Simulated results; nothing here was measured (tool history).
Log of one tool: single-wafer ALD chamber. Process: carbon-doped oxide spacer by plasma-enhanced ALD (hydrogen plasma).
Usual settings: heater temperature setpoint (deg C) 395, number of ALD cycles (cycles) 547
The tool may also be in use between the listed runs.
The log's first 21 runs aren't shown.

| run | hour | heater temperature setpoint (deg C) | number of ALD cycles (cycles) | wafers since the last listed run | hours since the last thermocouple change | hours since the gauge calibration | read-back reference wafer on the same gauge, thickness_nm | mean film thickness on the monitor wafer (angstrom) |
|---|---|---|---|---|---|---|---|---|
| 22 | 279.3 | 395 | 507 | 2 | 2758.3 | 257.6 | 27.708 | 252.76 |
| 23 | 314.9 | 395 | 507 | 15 | 2793.9 | 293.2 | 27.705 | 253.03 |
|  | 323.5 | gauge calibrated |
| 24 | 332.7 | 383 | 638 | 7 | 2811.7 | 9.2 | 27.684 | 317.31 |
| 25 | 348.9 | 390 | 516 | 7 | 2827.9 | 25.4 | 27.711 | 257.96 |
| 26 | 364.5 | 395 | 547 | 6 | 2843.5 | 41.0 | 27.696 | 273.39 |
| 27 | 417.2 | 387 | 547 | 22 | 2896.2 | 93.7 | 27.699 | 272.58 |
| 28 | 425.9 | 405 | 497 | 3 | 2904.9 | 102.4 | 27.700 | 244.93 |
| 29 | 441.5 | 395 | 547 | 6 | 2920.5 | 118.0 | 27.699 | 273.78 |
| 30 | 450.2 | 395 | 547 | 3 | 2929.2 | 126.7 | 27.694 | 272.55 |
|  | 463.9 | thermocouple changed; heater temperature recalibrated |
| 31 | 465.2 | 384 | 643 | 3 | 1.3 | 141.7 | 27.686 | 320.58 |
| 32 | 483.1 | 395 | 515 | 7 | 19.2 | 159.6 | 27.689 | 258.09 |
| 33 | 498.0 | 408 | 586 | 6 | 34.1 | 174.5 | 27.703 | 287.82 |
| 34 | 510.3 | 401 | 611 | 5 | 46.4 | 186.8 | 27.715 | 305.14 |
| 35 | 559.2 | 410 | 592 | 21 | 95.3 | 235.7 | 27.711 | 287.70 |
| 36 | 568.9 | 391 | 608 | 4 | 105.0 | 245.4 | 27.703 | 303.06 |
| 37 | 580.0 | 395 | 596 | 4 | 116.1 | 256.5 | 27.702 | 298.11 |
| 38 | 592.7 | 385 | 503 | 5 | 128.8 | 269.2 | 27.707 | 250.54 |
| 39 | 604.3 | 395 | 547 | 5 | 140.4 | 280.8 | 27.699 | 273.43 |
| 40 | 618.4 | 395 | 628 | 6 | 154.5 | 294.9 | 27.683 | 314.94 |
| 41 | 626.1 | 384 | 645 | 3 | 162.2 | 302.6 | 27.705 | 321.92 |
| 42 | 633.5 | 389 | 512 | 3 | 169.6 | 310.0 | 27.707 | 255.69 |
| 43 | 644.3 | 395 | 547 | 4 | 180.4 | 320.8 | 27.699 | 272.94 |
| 44 | 662.0 | 381 | 547 | 7 | 198.1 | 338.5 | 27.691 | 271.12 |

Forecast run 45:
| 45 | 673.2 | 385 | 583 | 4 | 209.3 | 349.7 | ? | ? |

Run 45 gave read-back reference wafer on the same gauge, thickness_nm 27.697, mean film thickness on the monitor wafer (angstrom) 290.07.
Without the tool's hidden state the same run would have given mean film thickness on the monitor wafer (angstrom) 290.07.

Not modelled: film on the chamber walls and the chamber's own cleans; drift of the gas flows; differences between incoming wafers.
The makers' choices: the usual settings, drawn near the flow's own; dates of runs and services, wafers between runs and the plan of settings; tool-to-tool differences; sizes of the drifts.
